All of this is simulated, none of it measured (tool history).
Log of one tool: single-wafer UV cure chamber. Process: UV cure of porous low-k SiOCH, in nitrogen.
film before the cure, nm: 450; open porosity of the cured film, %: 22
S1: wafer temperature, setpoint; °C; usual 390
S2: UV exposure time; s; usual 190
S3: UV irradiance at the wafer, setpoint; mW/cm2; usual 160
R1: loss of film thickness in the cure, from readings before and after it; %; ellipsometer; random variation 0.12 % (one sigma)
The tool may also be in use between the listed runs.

run    hour   S1   S2   S3      R1
  1       0  390  190  172   11.64
       49.5  -- quartz window cleaned
  2   102.4  390  190  160  11.338
  3   165.5  390  190  160  11.443
  4   226.6  390  190  160  11.291
  5   272.9  390  190  160  11.245
      332.2  -- quartz window cleaned
  6     372  390  190  160  11.286
      395.6  -- UV bulbs replaced
  7   441.8  390  190  160  12.065
  8   541.3  390  190  160   12.22
      594.9  -- quartz window cleaned
  9   595.4  402  190  160  12.277
 10   669.9  373  190  160  11.503
 11   716.5  401  300  126  13.327
 12   811.5  380  190  132   10.77
      885.8  -- quartz window cleaned
 13   901.4  402  190  143  11.596
 14   964.4  390  190  160  11.704
 15    1028  390  155  194  11.907
 16  1069.4  372  190  171  11.767
 17  1165.7  390  190  160  11.695
     1184.1  -- quartz window cleaned
 18  1212.5  397  100  132   8.285
 19  1270.9  390  250  141  12.418

Forecast each of these 5 alternatives for the next run:
  A  1271.4  390  190  182   ?
  B  1271.4  404  190  149   ?
  C  1271.4  390  270  160   ?
  D  1271.4  390  250  189   ?
  E  1271.4  400  285  183   ?

run      R1
  A  12.297
  B  11.642
  C  13.314
  D  13.728
  E  14.369
Without the tool's hidden state the same runs would have given:
run      R1
  A  12.721
  B   12.06
  C  13.745
  D  14.162
  E  14.806
